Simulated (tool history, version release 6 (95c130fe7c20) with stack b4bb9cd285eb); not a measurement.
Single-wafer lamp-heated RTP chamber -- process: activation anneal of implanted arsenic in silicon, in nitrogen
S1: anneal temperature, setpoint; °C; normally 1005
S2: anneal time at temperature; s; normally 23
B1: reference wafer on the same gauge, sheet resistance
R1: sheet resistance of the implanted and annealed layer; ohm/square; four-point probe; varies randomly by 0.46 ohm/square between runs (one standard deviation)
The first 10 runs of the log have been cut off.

run	hour	S1	S2	B1	R1
11	612.8	1005	30	116.94	105
12	659.5	1026	23	116.91	99.52
13	729.9	1026	23	117.01	99.52
# hour 761.1: reflector plate cleaned
14	791.3	1005	23	117.09	116.26
15	837.8	1005	23	116.97	116.44
# hour 862.6: pyrometer window cleaned and pyrometer calibrated
16	889.6	1005	32	117.07	108.21
17	923.8	987	34	116.92	118.69
# hour 1093.1: gauge calibrated
18	1128.8	1028	31	116.99	95.26
19	1169.3	1005	31	116.93	107.82
20	1218.2	1005	23	116.88	113.2

Predict the results of run 21:
21	1246.7	1005	23	?	?

B1: 117.02
R1: 113.32 ohm/square
Minus the tool's unlogged condition, the same run would have read R1 117.12 ohm/square.

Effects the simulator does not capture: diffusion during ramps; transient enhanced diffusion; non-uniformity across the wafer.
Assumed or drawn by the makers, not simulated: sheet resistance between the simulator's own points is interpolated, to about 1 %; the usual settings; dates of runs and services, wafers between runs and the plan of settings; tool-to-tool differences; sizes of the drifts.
